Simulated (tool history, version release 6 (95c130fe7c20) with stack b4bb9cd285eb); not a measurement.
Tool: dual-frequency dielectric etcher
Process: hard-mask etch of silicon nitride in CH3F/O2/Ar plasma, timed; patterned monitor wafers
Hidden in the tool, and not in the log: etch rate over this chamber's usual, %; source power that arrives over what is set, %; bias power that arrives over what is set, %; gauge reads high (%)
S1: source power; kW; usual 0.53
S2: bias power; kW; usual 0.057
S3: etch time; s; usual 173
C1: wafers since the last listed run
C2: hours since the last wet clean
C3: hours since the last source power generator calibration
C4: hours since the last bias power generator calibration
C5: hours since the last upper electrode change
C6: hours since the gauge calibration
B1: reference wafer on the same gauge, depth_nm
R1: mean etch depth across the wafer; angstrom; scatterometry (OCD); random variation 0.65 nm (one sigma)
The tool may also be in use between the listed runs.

run,hour,S1,S2,S3,C1,C2,C3,C4,C5,C6,B1,R1
1,0,0.53,0.057,173,0,293.9,2203.7,3707.6,1875.9,534.2,136,1120
2,76.5,0.53,0.057,173,430,370.4,2280.2,3784.1,1952.4,610.7,136.3,1123
3,124.6,0.58,0.06,173,270,418.5,2328.3,3832.2,2000.5,658.8,135.8,1180
# hour 211.2: wet clean of the chamber
4,211.7,0.58,0.06,173,355,0.5,2415.4,3919.3,2087.6,745.9,136,1227
5,254.4,0.58,0.06,173,240,43.2,2458.1,3962,2130.3,788.6,135.9,1211
6,318.5,0.53,0.057,173,360,107.3,2522.2,4026.1,2194.4,852.7,135.9,1156
7,405.7,0.53,0.057,173,490,194.5,2609.4,4113.3,2281.6,939.9,136.3,1137
8,466.2,0.53,0.057,173,340,255,2669.9,4173.8,2342.1,1000.4,136,1147
# hour 493: gauge calibrated
9,563.7,0.53,0.057,147,548,352.5,2767.4,4271.3,2439.6,70.7,135.8,965
10,624.8,0.53,0.057,147,343,413.6,2828.5,4332.4,2500.7,131.8,135.9,960
11,668.5,0.58,0.06,173,246,457.3,2872.2,4376.1,2544.4,175.5,135.9,1185
# hour 718: wet clean of the chamber
12,743.8,0.61,0.047,122,288,25.8,2947.5,4451.4,2619.7,250.8,136,829
13,823.7,0.43,0.044,149,449,105.7,3027.4,4531.3,2699.6,330.7,136,858
# hour 875.1: bias power generator calibrated
# hour 1142.9: upper electrode replaced
14,1143.4,0.58,0.057,194.5,1642,425.4,3347.1,268.3,0.5,650.4,135.7,1324
# hour 1201.2: source power generator calibrated
15,1218.6,0.46,0.057,173,400,500.6,17.4,343.5,75.7,725.6,136,1054
# hour 1259.2: wet clean of the chamber
16,1323.2,0.53,0.057,173,453,64,122,448.1,180.3,830.2,136.1,1166
17,1384.1,0.53,0.057,173,342,124.9,182.9,509,241.2,891.1,135.9,1149
18,1422.6,0.44,0.071,208.5,216,163.4,221.4,547.5,279.7,929.6,135.9,1339
19,1500.2,0.53,0.049,199,436,241,299,625.1,357.3,1007.2,135.8,1289
20,1568.6,0.58,0.049,173,385,309.4,367.4,693.5,425.7,1075.6,135.9,1152

Forecast each of these 4 alternatives for the next run:
A,1569.1,0.53,0.057,173,2,309.9,367.9,694,426.2,1076.1,?,?
B,1569.1,0.53,0.043,173,2,309.9,367.9,694,426.2,1076.1,?,?
C,1569.1,0.53,0.057,148,2,309.9,367.9,694,426.2,1076.1,?,?
D,1569.1,0.57,0.057,206,2,309.9,367.9,694,426.2,1076.1,?,?

run,B1,R1
A,136,1143
B,136,1079
C,136,978
D,136,1405
Without the tool's hidden state the same runs would have given:
run,R1
A,1165
B,1099
C,997
D,1432
